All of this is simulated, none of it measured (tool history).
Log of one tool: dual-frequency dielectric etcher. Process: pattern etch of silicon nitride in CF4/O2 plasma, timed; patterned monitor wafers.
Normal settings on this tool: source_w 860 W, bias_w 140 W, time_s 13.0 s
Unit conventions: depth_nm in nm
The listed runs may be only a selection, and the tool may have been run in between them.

run,hour,source_w,bias_w,time_s,"read-back reference wafer on the same gauge, depth_nm",depth_nm
1,0.0,860,140,13.0,39.05,35.98
# hour 216.8: wet clean of the chamber
2,302.8,860,140,13.0,38.86,35.19
3,361.2,860,140,13.0,38.75,35.63
4,426.4,860,140,13.0,38.74,35.17
5,513.7,860,140,13.0,38.69,35.24
6,571.2,860,140,15.0,38.57,40.74
7,629.0,860,140,15.0,38.54,40.54
# hour 668.0: gauge calibrated
8,713.7,860,140,15.0,39.45,41.76
9,769.4,860,140,13.0,39.41,36.12
# hour 835.1: wet clean of the chamber
10,846.6,860,140,13.0,39.54,36.27
11,888.5,860,140,13.0,39.48,35.65
12,937.5,860,140,13.0,39.43,35.88
13,978.0,860,140,13.0,39.42,36.09
14,1030.6,860,140,13.0,39.46,35.81
# hour 1202.7: upper electrode replaced
15,1264.8,860,140,13.0,39.27,35.93
16,1307.5,980,117,16.0,39.34,49.13
# hour 1320.0: source power generator calibrated
# hour 1387.7: wet clean of the chamber
17,1388.2,1030,175,14.5,39.28,49.82
18,1436.2,860,140,13.0,39.23,35.87
19,1504.4,860,140,13.0,39.22,35.79
# hour 1519.0: bias power generator calibrated
20,1548.5,680,116,17.0,39.11,35.33
21,1594.6,1060,118,15.5,39.22,50.68
22,1672.1,860,140,13.0,39.03,35.86
23,1777.0,860,140,11.5,39.07,31.62
24,1966.4,1080,170,9.5,38.76,33.99
# hour 1994.3: wet clean of the chamber
25,2071.4,1020,140,13.0,38.65,42.32
26,2166.9,860,151,14.0,38.50,38.69
27,2240.8,860,140,13.0,38.43,35.27
28,2316.4,860,116,13.0,38.35,33.70
29,2421.9,970,167,13.0,38.26,40.61
# hour 2501.0: wet clean of the chamber
30,2506.0,720,107,10.5,38.10,22.32

Each row is a separate what-if for the run after 30, all from the same tool condition, not one after another. Results?
A,2506.4,860,112,13.0,?,?
B,2506.4,650,159,16.0,?,?
C,2506.4,950,113,15.5,?,?

run,"read-back reference wafer on the same gauge, depth_nm",depth_nm
A,38.09,33.52
B,38.09,32.51
C,38.09,44.44
With no hidden state in the tool, these same runs would have given:
run,depth_nm
A,34.76
B,33.71
C,46.09
